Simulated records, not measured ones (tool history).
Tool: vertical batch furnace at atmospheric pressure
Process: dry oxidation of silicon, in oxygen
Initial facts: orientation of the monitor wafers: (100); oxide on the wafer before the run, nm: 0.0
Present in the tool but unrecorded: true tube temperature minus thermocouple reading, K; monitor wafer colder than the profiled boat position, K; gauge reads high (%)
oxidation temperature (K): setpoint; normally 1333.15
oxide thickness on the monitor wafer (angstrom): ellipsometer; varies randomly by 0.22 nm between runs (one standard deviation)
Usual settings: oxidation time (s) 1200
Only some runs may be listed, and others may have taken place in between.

run     day  oxidation temperature (K)  oxidation time (s)  wafers since the last listed run  hours since the last temperature calibration  hours since the boat lift was adjusted  hours since the gauge calibration  read-back reference wafer on the same gauge, thickness  oxide thickness on the monitor wafer (angstrom)
  1   0.000                    1333.15                1200                                 0                                        1372.0                                  5347.2                              994.2                                                   49.48                                            447.4
  2   1.829                    1333.15                1200                               357                                        1415.9                                  5391.1                             1038.1                                                   49.56                                            452.8
  3   5.675                    1333.15                1200                               751                                        1508.2                                  5483.4                             1130.4                                                   49.61                                            451.4
  4   8.038                    1315.15                1200                               461                                        1564.9                                  5540.1                             1187.1                                                   49.63                                            387.6
  5  11.767                    1333.15                1050                               728                                        1654.4                                  5629.6                             1276.6                                                   49.56                                            415.0
  6  20.004                    1333.15                1050                              1608                                        1852.1                                  5827.3                             1474.3                                                   49.59                                            417.2
  7  22.471                    1343.15                1050                               481                                        1911.3                                  5886.5                             1533.5                                                   49.61                                            450.1
  8  24.638                    1343.15                1050                               423                                        1963.3                                  5938.5                             1585.5                                                   49.66                                            454.9
  9  28.146                    1343.15                1050                               685                                        2047.5                                  6022.7                             1669.7                                                   49.53                                            450.9
 10  31.038                    1333.15                1200                               564                                        2116.9                                  6092.1                             1739.1                                                   49.69                                            455.0
     33.121  -- boat lift adjusted
 11  33.142                    1333.15                1200                               215                                        2167.4                                     0.5                             1789.6                                                   49.59                                            452.7
 12  35.862                    1333.15                1200                               531                                        2232.7                                    65.8                             1854.9                                                   49.53                                            452.7
     37.475  -- gauge calibrated
 13  37.829                    1333.15                1200                               384                                        2279.9                                   113.0                                8.5                                                   49.68                                            454.2
 14  40.967                    1333.15                1200                               612                                        2355.2                                   188.3                               83.8                                                   49.65                                            454.3
 15  43.842                    1333.15                1200                               561                                        2424.2                                   257.3                              152.8                                                   49.58                                            450.9
 16  45.883                    1333.15                1200                               398                                        2473.2                                   306.3                              201.8                                                   49.57                                            452.9
 17  50.038                    1318.15                1200                               811                                        2572.9                                   406.0                              301.5                                                   49.54                                            400.6
 18  54.292                    1347.15                1620                               830                                        2675.0                                   508.1                              403.6                                                   49.73                                            604.6
 19  56.588                    1311.15                1410                               448                                        2730.1                                   563.2                              458.7                                                   49.60                                            418.8
 20  60.933                    1333.15                1200                               848                                        2834.4                                   667.5                              563.0                                                   49.54                                            450.7
 21  62.679                    1312.15                1470                               340                                        2876.3                                   709.4                              604.9                                                   49.65                                            431.0
 22  66.575                    1333.15                1200                               760                                        2969.8                                   802.9                              698.4                                                   49.52                                            451.8
     68.517  -- thermocouples replaced and temperature profile calibrated
 23  69.421                    1333.15                1200                               360                                          21.7                                   871.2                              766.7                                                   49.66                                            435.4
 24  71.308                    1333.15                1200                               368                                          67.0                                   916.5                              812.0                                                   49.54                                            438.3
 25  73.825                    1319.15                1200                               491                                         127.4                                   976.9                              872.4                                                   49.56                                            386.3
 26  78.071                    1322.15                 900                               829                                         229.3                                  1078.8                              974.3                                                   49.60                                            339.0
 27  81.496                    1348.15                 990                               668                                         311.5                                  1161.0                             1056.5                                                   49.59                                            443.1
 28  84.962                    1309.15                 720                               677                                         394.7                                  1244.2                             1139.7                                                   49.66                                            268.1
 29  87.604                    1333.15                1200                               515                                         458.1                                  1307.6                             1203.1                                                   49.66                                            443.5
 30  90.717                    1321.15                1410                               607                                         532.8                                  1382.3                             1277.8                                                   49.59                                            441.5

Across each entry between runs, compare the hidden state at the last listed run before it with the hidden state at the first listed run after it:
Run 10 -> run 11: boat lift adjusted (day 33.121)
  true tube temperature minus thermocouple reading, K: 5.47 -> 5.51
  measured minus no-state result, oxide thickness on the monitor wafer (angstrom): +19.4 -> +19.4
Run 12 -> run 13: gauge calibrated (day 37.475)
  true tube temperature minus thermocouple reading, K: 5.55 -> 5.58
  measured minus no-state result, oxide thickness on the monitor wafer (angstrom): +19.5 -> +19.7
Run 22 -> run 23: thermocouples replaced and temperature profile calibrated (day 68.517)
  true tube temperature minus thermocouple reading, K: 5.9 -> 0.629
  measured minus no-state result, oxide thickness on the monitor wafer (angstrom): +20.8 -> +2.2
